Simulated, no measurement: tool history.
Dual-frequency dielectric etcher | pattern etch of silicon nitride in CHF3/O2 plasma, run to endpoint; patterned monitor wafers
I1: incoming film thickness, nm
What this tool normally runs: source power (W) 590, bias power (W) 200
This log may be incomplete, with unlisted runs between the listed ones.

run 1 day=0.000 | source_power_(W)=590 bias_power_(W)=200 | I1=111.1 | endpoint_time_(s)=78.8
run 2 day=2.196 | source_power_(W)=590 bias_power_(W)=200 | I1=112.0 | endpoint_time_(s)=80.5
run 3 day=4.804 | source_power_(W)=590 bias_power_(W)=218 | I1=111.2 | endpoint_time_(s)=77.0
run 4 day=6.579 | source_power_(W)=590 bias_power_(W)=218 | I1=111.3 | endpoint_time_(s)=75.7
run 5 day=17.421 | source_power_(W)=590 bias_power_(W)=218 | I1=112.6 | endpoint_time_(s)=77.1
run 6 day=20.908 | source_power_(W)=500 bias_power_(W)=200 | I1=111.9 | endpoint_time_(s)=83.1
-- day=26.088 wet clean of the chamber
run 7 day=28.921 | source_power_(W)=590 bias_power_(W)=200 | I1=112.7 | endpoint_time_(s)=81.4
-- day=30.054 upper electrode replaced
run 8 day=32.871 | source_power_(W)=590 bias_power_(W)=200 | I1=112.6 | endpoint_time_(s)=80.7
run 9 day=34.529 | source_power_(W)=590 bias_power_(W)=200 | I1=113.9 | endpoint_time_(s)=81.4
run 10 day=38.808 | source_power_(W)=590 bias_power_(W)=200 | I1=111.2 | endpoint_time_(s)=78.8
run 11 day=40.862 | source_power_(W)=590 bias_power_(W)=200 | I1=111.0 | endpoint_time_(s)=79.4
run 12 day=42.475 | source_power_(W)=590 bias_power_(W)=200 | I1=112.2 | endpoint_time_(s)=78.6
run 13 day=44.454 | source_power_(W)=630 bias_power_(W)=248 | I1=111.2 | endpoint_time_(s)=71.2
run 14 day=46.633 | source_power_(W)=590 bias_power_(W)=174 | I1=112.5 | endpoint_time_(s)=83.5
run 15 day=49.808 | source_power_(W)=590 bias_power_(W)=174 | I1=111.2 | endpoint_time_(s)=84.3
run 16 day=52.983 | source_power_(W)=690 bias_power_(W)=178 | I1=112.4 | endpoint_time_(s)=80.7
run 17 day=54.804 | source_power_(W)=590 bias_power_(W)=155 | I1=112.2 | endpoint_time_(s)=89.2
-- day=56.138 source power generator calibrated
-- day=56.558 bias power generator calibrated
-- day=57.833 wet clean of the chamber
run 18 day=57.854 | source_power_(W)=590 bias_power_(W)=179 | I1=113.2 | endpoint_time_(s)=83.8
run 19 day=58.504 | source_power_(W)=460 bias_power_(W)=200 | I1=112.5 | endpoint_time_(s)=86.5
run 20 day=62.196 | source_power_(W)=670 bias_power_(W)=182 | I1=112.9 | endpoint_time_(s)=80.6
run 21 day=64.462 | source_power_(W)=450 bias_power_(W)=245 | I1=112.2 | endpoint_time_(s)=80.7
run 22 day=66.404 | source_power_(W)=720 bias_power_(W)=167 | I1=111.1 | endpoint_time_(s)=79.7
run 23 day=69.096 | source_power_(W)=590 bias_power_(W)=200 | I1=113.1 | endpoint_time_(s)=80.1
run 24 day=73.017 | source_power_(W)=590 bias_power_(W)=200 | I1=112.4 | endpoint_time_(s)=81.2
run 25 day=76.642 | source_power_(W)=590 bias_power_(W)=200 | I1=111.2 | endpoint_time_(s)=79.9
run 26 day=80.267 | source_power_(W)=710 bias_power_(W)=222 | I1=111.8 | endpoint_time_(s)=71.2
run 27 day=84.246 | source_power_(W)=590 bias_power_(W)=157 | I1=111.1 | endpoint_time_(s)=86.1

Run 28, settings as shown, results not yet in. Your forecast:
run 28 day=86.079 | source_power_(W)=590 bias_power_(W)=200 | I1=111.6 | endpoint_time_(s)=?

Logged for run 28: endpoint time (s) 79.6.
On a tool with no hidden condition, and with the same random variation, this run would have come out at endpoint time (s) 79.6.
